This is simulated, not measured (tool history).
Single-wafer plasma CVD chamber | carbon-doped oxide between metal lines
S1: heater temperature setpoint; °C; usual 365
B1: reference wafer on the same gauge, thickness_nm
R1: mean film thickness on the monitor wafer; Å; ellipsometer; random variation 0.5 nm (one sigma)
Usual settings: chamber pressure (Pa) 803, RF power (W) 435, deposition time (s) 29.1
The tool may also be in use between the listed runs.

run 1 hour=0.0 | S1=365 chamber_pressure_(Pa)=803 RF_power_(W)=435 deposition_time_(s)=29.1 | B1=115.006 | R1=1317.89
run 2 hour=18.1 | S1=365 chamber_pressure_(Pa)=803 RF_power_(W)=435 deposition_time_(s)=29.1 | B1=115.046 | R1=1327.94
run 3 hour=53.6 | S1=365 chamber_pressure_(Pa)=803 RF_power_(W)=435 deposition_time_(s)=29.1 | B1=115.026 | R1=1315.85
run 4 hour=107.8 | S1=365 chamber_pressure_(Pa)=803 RF_power_(W)=435 deposition_time_(s)=29.1 | B1=115.055 | R1=1324.50
run 5 hour=123.6 | S1=365 chamber_pressure_(Pa)=803 RF_power_(W)=435 deposition_time_(s)=29.1 | B1=114.999 | R1=1325.76
run 6 hour=148.0 | S1=365 chamber_pressure_(Pa)=803 RF_power_(W)=435 deposition_time_(s)=29.1 | B1=115.091 | R1=1320.31
run 7 hour=197.6 | S1=365 chamber_pressure_(Pa)=803 RF_power_(W)=435 deposition_time_(s)=29.1 | B1=114.959 | R1=1310.02
run 8 hour=226.6 | S1=365 chamber_pressure_(Pa)=861 RF_power_(W)=435 deposition_time_(s)=29.1 | B1=115.083 | R1=1324.67
run 9 hour=254.7 | S1=365 chamber_pressure_(Pa)=861 RF_power_(W)=435 deposition_time_(s)=29.1 | B1=115.212 | R1=1332.55
run 10 hour=283.7 | S1=365 chamber_pressure_(Pa)=803 RF_power_(W)=435 deposition_time_(s)=29.1 | B1=114.838 | R1=1331.23
run 11 hour=371.9 | S1=365 chamber_pressure_(Pa)=803 RF_power_(W)=435 deposition_time_(s)=29.1 | B1=115.024 | R1=1316.27
-- hour=400.2 thermocouple changed; heater temperature recalibrated
run 12 hour=406.0 | S1=365 chamber_pressure_(Pa)=803 RF_power_(W)=435 deposition_time_(s)=29.1 | B1=115.053 | R1=1327.39
run 13 hour=507.9 | S1=357 chamber_pressure_(Pa)=803 RF_power_(W)=435 deposition_time_(s)=29.1 | B1=114.751 | R1=1337.84
run 14 hour=539.7 | S1=378 chamber_pressure_(Pa)=927 RF_power_(W)=375 deposition_time_(s)=24.5 | B1=114.853 | R1=1009.41
-- hour=556.4 RF generator calibrated
run 15 hour=566.6 | S1=365 chamber_pressure_(Pa)=803 RF_power_(W)=435 deposition_time_(s)=29.1 | B1=114.964 | R1=1380.35
run 16 hour=585.9 | S1=358 chamber_pressure_(Pa)=740 RF_power_(W)=435 deposition_time_(s)=29.1 | B1=114.939 | R1=1401.41
-- hour=596.8 gauge calibrated
run 17 hour=611.1 | S1=365 chamber_pressure_(Pa)=1003 RF_power_(W)=520 deposition_time_(s)=29.1 | B1=115.004 | R1=1541.49

The next listed run, before its measurement:
-- hour=661.0 showerhead replaced
run 18 hour=702.2 | S1=365 chamber_pressure_(Pa)=803 RF_power_(W)=435 deposition_time_(s)=29.1 | B1=? | R1=?

B1: 115.049
R1: 1378.64 Å
Without the tool's hidden state the same run would have given R1 1390.05 Å.

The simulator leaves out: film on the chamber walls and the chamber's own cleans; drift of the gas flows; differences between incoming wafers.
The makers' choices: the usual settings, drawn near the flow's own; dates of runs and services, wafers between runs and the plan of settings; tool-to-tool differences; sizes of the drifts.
